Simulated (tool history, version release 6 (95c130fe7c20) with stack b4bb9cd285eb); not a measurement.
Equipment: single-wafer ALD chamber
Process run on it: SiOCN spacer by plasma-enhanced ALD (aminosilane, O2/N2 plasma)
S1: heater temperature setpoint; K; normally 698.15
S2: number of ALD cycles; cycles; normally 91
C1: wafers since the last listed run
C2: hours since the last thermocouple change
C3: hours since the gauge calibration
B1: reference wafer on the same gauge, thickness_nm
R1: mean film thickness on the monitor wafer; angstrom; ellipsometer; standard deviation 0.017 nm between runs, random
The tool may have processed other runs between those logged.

{"run": 1, "day": 0.0, "S1": 698.15, "S2": 91, "C1": 0, "C2": 618.2, "C3": 107.4, "B1": 5.481, "R1": 49.7}
{"run": 2, "day": 4.396, "S1": 698.15, "S2": 91, "C1": 342, "C2": 723.7, "C3": 212.9, "B1": 5.482, "R1": 49.79}
{"run": 3, "day": 6.804, "S1": 698.15, "S2": 91, "C1": 187, "C2": 781.5, "C3": 270.7, "B1": 5.478, "R1": 49.92}
{"day": 8.054, "done": "thermocouple changed; heater temperature recalibrated"}
{"run": 4, "day": 8.429, "S1": 698.15, "S2": 91, "C1": 100, "C2": 9.0, "C3": 309.7, "B1": 5.483, "R1": 49.38}
{"run": 5, "day": 10.425, "S1": 698.15, "S2": 91, "C1": 155, "C2": 56.9, "C3": 357.6, "B1": 5.48, "R1": 49.4}
{"run": 6, "day": 14.554, "S1": 698.15, "S2": 91, "C1": 322, "C2": 156.0, "C3": 456.7, "B1": 5.481, "R1": 49.23}
{"run": 7, "day": 17.812, "S1": 698.15, "S2": 91, "C1": 254, "C2": 234.2, "C3": 534.9, "B1": 5.471, "R1": 49.47}
{"run": 8, "day": 20.354, "S1": 698.15, "S2": 91, "C1": 198, "C2": 295.2, "C3": 595.9, "B1": 5.482, "R1": 49.68}
{"run": 9, "day": 22.817, "S1": 691.15, "S2": 95, "C1": 192, "C2": 354.3, "C3": 655.0, "B1": 5.475, "R1": 52.76}
{"run": 10, "day": 26.225, "S1": 691.15, "S2": 95, "C1": 265, "C2": 436.1, "C3": 736.8, "B1": 5.478, "R1": 52.7}
{"run": 11, "day": 29.746, "S1": 698.15, "S2": 100, "C1": 274, "C2": 520.6, "C3": 821.3, "B1": 5.477, "R1": 54.74}
{"run": 12, "day": 31.358, "S1": 698.15, "S2": 91, "C1": 125, "C2": 559.3, "C3": 860.0, "B1": 5.483, "R1": 49.61}
{"run": 13, "day": 35.704, "S1": 698.15, "S2": 91, "C1": 339, "C2": 663.6, "C3": 964.3, "B1": 5.485, "R1": 49.86}
{"run": 14, "day": 37.562, "S1": 698.15, "S2": 91, "C1": 144, "C2": 708.2, "C3": 1008.9, "B1": 5.479, "R1": 50.16}
{"run": 15, "day": 40.346, "S1": 698.15, "S2": 91, "C1": 217, "C2": 775.0, "C3": 1075.7, "B1": 5.484, "R1": 50.15}
{"run": 16, "day": 44.088, "S1": 698.15, "S2": 104, "C1": 291, "C2": 864.8, "C3": 1165.5, "B1": 5.482, "R1": 57.52}
{"day": 46.017, "done": "thermocouple changed; heater temperature recalibrated"}
{"run": 17, "day": 48.55, "S1": 698.15, "S2": 104, "C1": 322, "C2": 60.8, "C3": 1272.6, "B1": 5.48, "R1": 56.45}
{"run": 18, "day": 52.642, "S1": 698.15, "S2": 104, "C1": 319, "C2": 159.0, "C3": 1370.8, "B1": 5.476, "R1": 56.77}
{"run": 19, "day": 54.879, "S1": 705.15, "S2": 86, "C1": 174, "C2": 212.7, "C3": 1424.5, "B1": 5.479, "R1": 45.86}
{"run": 20, "day": 56.458, "S1": 686.15, "S2": 82, "C1": 123, "C2": 250.6, "C3": 1462.4, "B1": 5.48, "R1": 46.24}
{"run": 21, "day": 60.167, "S1": 698.15, "S2": 91, "C1": 289, "C2": 339.6, "C3": 1551.4, "B1": 5.483, "R1": 49.67}
{"run": 22, "day": 61.808, "S1": 710.15, "S2": 86, "C1": 128, "C2": 379.0, "C3": 1590.8, "B1": 5.481, "R1": 45.38}
{"run": 23, "day": 64.525, "S1": 691.15, "S2": 78, "C1": 211, "C2": 444.2, "C3": 1656.0, "B1": 5.481, "R1": 43.32}
{"day": 68.204, "done": "gauge calibrated"}
{"run": 24, "day": 68.671, "S1": 687.15, "S2": 86, "C1": 323, "C2": 543.7, "C3": 11.2, "B1": 5.484, "R1": 48.22}
{"run": 25, "day": 72.129, "S1": 690.15, "S2": 109, "C1": 269, "C2": 626.7, "C3": 94.2, "B1": 5.485, "R1": 61.0}
{"run": 26, "day": 75.746, "S1": 705.15, "S2": 91, "C1": 282, "C2": 713.5, "C3": 181.0, "B1": 5.48, "R1": 48.9}
{"run": 27, "day": 77.842, "S1": 703.15, "S2": 105, "C1": 163, "C2": 763.8, "C3": 231.3, "B1": 5.478, "R1": 57.1}
{"run": 28, "day": 81.212, "S1": 698.15, "S2": 91, "C1": 262, "C2": 844.7, "C3": 312.2, "B1": 5.476, "R1": 50.1}
{"run": 29, "day": 82.829, "S1": 686.15, "S2": 108, "C1": 126, "C2": 883.5, "C3": 351.0, "B1": 5.483, "R1": 61.92}
{"day": 85.262, "done": "thermocouple changed; heater temperature recalibrated"}
{"run": 30, "day": 91.283, "S1": 692.15, "S2": 74, "C1": 633, "C2": 144.5, "C3": 553.9, "B1": 5.479, "R1": 41.13}
{"run": 31, "day": 95.5, "S1": 707.15, "S2": 78, "C1": 328, "C2": 245.7, "C3": 655.1, "B1": 5.484, "R1": 41.5}
{"run": 32, "day": 97.95, "S1": 698.15, "S2": 91, "C1": 191, "C2": 304.5, "C3": 713.9, "B1": 5.482, "R1": 49.85}
{"run": 33, "day": 102.379, "S1": 694.15, "S2": 76, "C1": 345, "C2": 410.8, "C3": 820.2, "B1": 5.48, "R1": 41.76}
{"run": 34, "day": 106.438, "S1": 698.15, "S2": 91, "C1": 316, "C2": 508.2, "C3": 917.6, "B1": 5.476, "R1": 49.59}
{"run": 35, "day": 110.454, "S1": 705.15, "S2": 81, "C1": 313, "C2": 604.6, "C3": 1014.0, "B1": 5.478, "R1": 43.66}
{"run": 36, "day": 112.096, "S1": 712.15, "S2": 91, "C1": 128, "C2": 644.0, "C3": 1053.4, "B1": 5.479, "R1": 48.3}
{"run": 37, "day": 114.079, "S1": 708.15, "S2": 84, "C1": 154, "C2": 691.6, "C3": 1101.0, "B1": 5.484, "R1": 44.88}

Measured result minus the same run's result without the hidden state. Both carry the same run-to-run variation, though not necessarily the same gauge scatter:
The tool's hidden condition here consists of: wafer temperature above the value expected at the setpoint (K); gauge reads high (%).
run=1 R1=+0.44
run=2 R1=+0.57
run=3 R1=+0.64
run=4 R1=+0.06
run=5 R1=+0.06
run=6 R1=+0.08
run=7 R1=+0.10
run=8 R1=+0.14
run=9 R1=+0.18
run=10 R1=+0.25
run=11 R1=+0.34
run=12 R1=+0.35
run=13 R1=+0.47
run=14 R1=+0.52
run=15 R1=+0.62
run=16 R1=+0.86
run=17 R1=+0.09
run=18 R1=+0.11
run=19 R1=+0.11
run=20 R1=+0.12
run=21 R1=+0.18
run=22 R1=+0.19
run=23 R1=+0.22
run=24 R1=+0.33
run=25 R1=+0.52
run=26 R1=+0.54
run=27 R1=+0.71
run=28 R1=+0.74
run=29 R1=+0.95
run=30 R1=+0.13
run=31 R1=+0.17
run=32 R1=+0.23
run=33 R1=+0.25
run=34 R1=+0.39
run=35 R1=+0.43
run=36 R1=+0.53
run=37 R1=+0.55
